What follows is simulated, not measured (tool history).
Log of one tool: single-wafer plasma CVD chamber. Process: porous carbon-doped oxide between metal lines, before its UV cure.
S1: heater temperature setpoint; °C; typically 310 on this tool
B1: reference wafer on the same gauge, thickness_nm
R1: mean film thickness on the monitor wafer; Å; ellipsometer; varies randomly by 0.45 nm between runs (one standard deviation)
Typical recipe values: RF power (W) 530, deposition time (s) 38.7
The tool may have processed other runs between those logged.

{"run": 1, "hour": 0.0, "S1": 320, "RF power (W)": 530, "deposition time (s)": 38.7, "B1": 247.049, "R1": 2172.07}
{"run": 2, "hour": 36.2, "S1": 320, "RF power (W)": 530, "deposition time (s)": 38.7, "B1": 246.891, "R1": 2178.74}
{"run": 3, "hour": 63.2, "S1": 320, "RF power (W)": 530, "deposition time (s)": 38.7, "B1": 246.987, "R1": 2183.2}
{"run": 4, "hour": 92.8, "S1": 314, "RF power (W)": 490, "deposition time (s)": 38.7, "B1": 247.011, "R1": 2080.67}
{"run": 5, "hour": 160.2, "S1": 310, "RF power (W)": 530, "deposition time (s)": 38.7, "B1": 247.056, "R1": 2282.99}
{"run": 6, "hour": 230.5, "S1": 310, "RF power (W)": 530, "deposition time (s)": 38.7, "B1": 247.016, "R1": 2285.28}
{"run": 7, "hour": 256.4, "S1": 310, "RF power (W)": 480, "deposition time (s)": 38.7, "B1": 247.03, "R1": 2066.52}
{"run": 8, "hour": 315.5, "S1": 310, "RF power (W)": 480, "deposition time (s)": 38.7, "B1": 247.045, "R1": 2071.22}
{"run": 9, "hour": 382.4, "S1": 310, "RF power (W)": 480, "deposition time (s)": 38.7, "B1": 246.993, "R1": 2078.75}
{"run": 10, "hour": 409.9, "S1": 310, "RF power (W)": 530, "deposition time (s)": 38.7, "B1": 246.987, "R1": 2294.36}
{"run": 11, "hour": 441.3, "S1": 310, "RF power (W)": 530, "deposition time (s)": 38.7, "B1": 246.943, "R1": 2285.82}
{"run": 12, "hour": 489.7, "S1": 310, "RF power (W)": 505, "deposition time (s)": 38.7, "B1": 246.97, "R1": 2168.49}
{"run": 13, "hour": 544.6, "S1": 310, "RF power (W)": 530, "deposition time (s)": 38.7, "B1": 247.206, "R1": 2272.69}
{"run": 14, "hour": 613.5, "S1": 310, "RF power (W)": 530, "deposition time (s)": 38.7, "B1": 246.982, "R1": 2280.39}
{"hour": 649.6, "done": "RF generator calibrated"}
{"hour": 672.3, "done": "showerhead replaced"}
{"run": 15, "hour": 677.1, "S1": 310, "RF power (W)": 530, "deposition time (s)": 38.7, "B1": 247.004, "R1": 2281.29}
{"run": 16, "hour": 726.6, "S1": 310, "RF power (W)": 530, "deposition time (s)": 38.7, "B1": 247.073, "R1": 2271.95}
{"run": 17, "hour": 786.2, "S1": 310, "RF power (W)": 530, "deposition time (s)": 38.7, "B1": 246.947, "R1": 2295.23}
{"hour": 840.0, "done": "thermocouple changed; heater temperature recalibrated"}
{"run": 18, "hour": 840.5, "S1": 306, "RF power (W)": 530, "deposition time (s)": 31.9, "B1": 247.032, "R1": 1899.87}
{"run": 19, "hour": 899.8, "S1": 296, "RF power (W)": 585, "deposition time (s)": 32.2, "B1": 247.099, "R1": 2208.16}
{"run": 20, "hour": 964.6, "S1": 299, "RF power (W)": 425, "deposition time (s)": 38.7, "B1": 247.04, "R1": 1868.19}
{"run": 21, "hour": 1027.4, "S1": 301, "RF power (W)": 530, "deposition time (s)": 38.7, "B1": 247.14, "R1": 2345.97}
{"run": 22, "hour": 1054.8, "S1": 310, "RF power (W)": 530, "deposition time (s)": 38.7, "B1": 247.02, "R1": 2257.2}
{"run": 23, "hour": 1081.5, "S1": 300, "RF power (W)": 480, "deposition time (s)": 38.7, "B1": 246.939, "R1": 2151.85}
{"run": 24, "hour": 1133.3, "S1": 310, "RF power (W)": 470, "deposition time (s)": 36.6, "B1": 247.056, "R1": 1892.06}
{"run": 25, "hour": 1185.5, "S1": 300, "RF power (W)": 425, "deposition time (s)": 41.5, "B1": 246.985, "R1": 1997.75}
{"hour": 1232.5, "done": "gauge calibrated"}
{"run": 26, "hour": 1233.7, "S1": 297, "RF power (W)": 530, "deposition time (s)": 43.3, "B1": 247.033, "R1": 2690.9}
{"run": 27, "hour": 1304.7, "S1": 310, "RF power (W)": 480, "deposition time (s)": 38.7, "B1": 246.981, "R1": 2045.3}
{"run": 28, "hour": 1375.0, "S1": 316, "RF power (W)": 495, "deposition time (s)": 41.1, "B1": 246.986, "R1": 2183.2}
{"run": 29, "hour": 1407.4, "S1": 319, "RF power (W)": 530, "deposition time (s)": 38.7, "B1": 247.035, "R1": 2180.88}
{"run": 30, "hour": 1432.5, "S1": 310, "RF power (W)": 530, "deposition time (s)": 38.7, "B1": 246.997, "R1": 2264.75}
{"run": 31, "hour": 1457.9, "S1": 318, "RF power (W)": 595, "deposition time (s)": 32.9, "B1": 246.937, "R1": 2070.04}
{"run": 32, "hour": 1483.9, "S1": 323, "RF power (W)": 630, "deposition time (s)": 31.7, "B1": 246.928, "R1": 2045.17}
{"run": 33, "hour": 1535.2, "S1": 300, "RF power (W)": 530, "deposition time (s)": 38.7, "B1": 246.823, "R1": 2375.17}
{"run": 34, "hour": 1586.9, "S1": 310, "RF power (W)": 455, "deposition time (s)": 33.5, "B1": 246.938, "R1": 1680.35}
{"run": 35, "hour": 1642.2, "S1": 320, "RF power (W)": 495, "deposition time (s)": 31.9, "B1": 247.054, "R1": 1680.53}

Same runs, no hidden state in the tool, same run-to-run variation:
What the log doesn't record here: wafer temperature above the value expected at the setpoint (K); delivered RF power above the setpoint (%); gauge reads high (%).
run=1 R1=2131.76
run=2 R1=2138.17
run=3 R1=2142.46
run=4 R1=2041.00
run=5 R1=2237.55
run=6 R1=2239.55
run=7 R1=2025.09
run=8 R1=2029.53
run=9 R1=2036.74
run=10 R1=2247.92
run=11 R1=2239.46
run=12 R1=2124.40
run=13 R1=2226.35
run=14 R1=2233.74
run=15 R1=2234.48
run=16 R1=2225.23
run=17 R1=2247.92
run=18 R1=1892.35
run=19 R1=2196.10
run=20 R1=1855.73
run=21 R1=2327.98
run=22 R1=2239.30
run=23 R1=2133.18
run=24 R1=1874.67
run=25 R1=1977.03
run=26 R1=2660.35
run=27 R1=2021.52
run=28 R1=2157.11
run=29 R1=2154.25
run=30 R1=2234.90
run=31 R1=2043.56
run=32 R1=2019.20
run=33 R1=2339.75
run=34 R1=1655.48
run=35 R1=1656.20
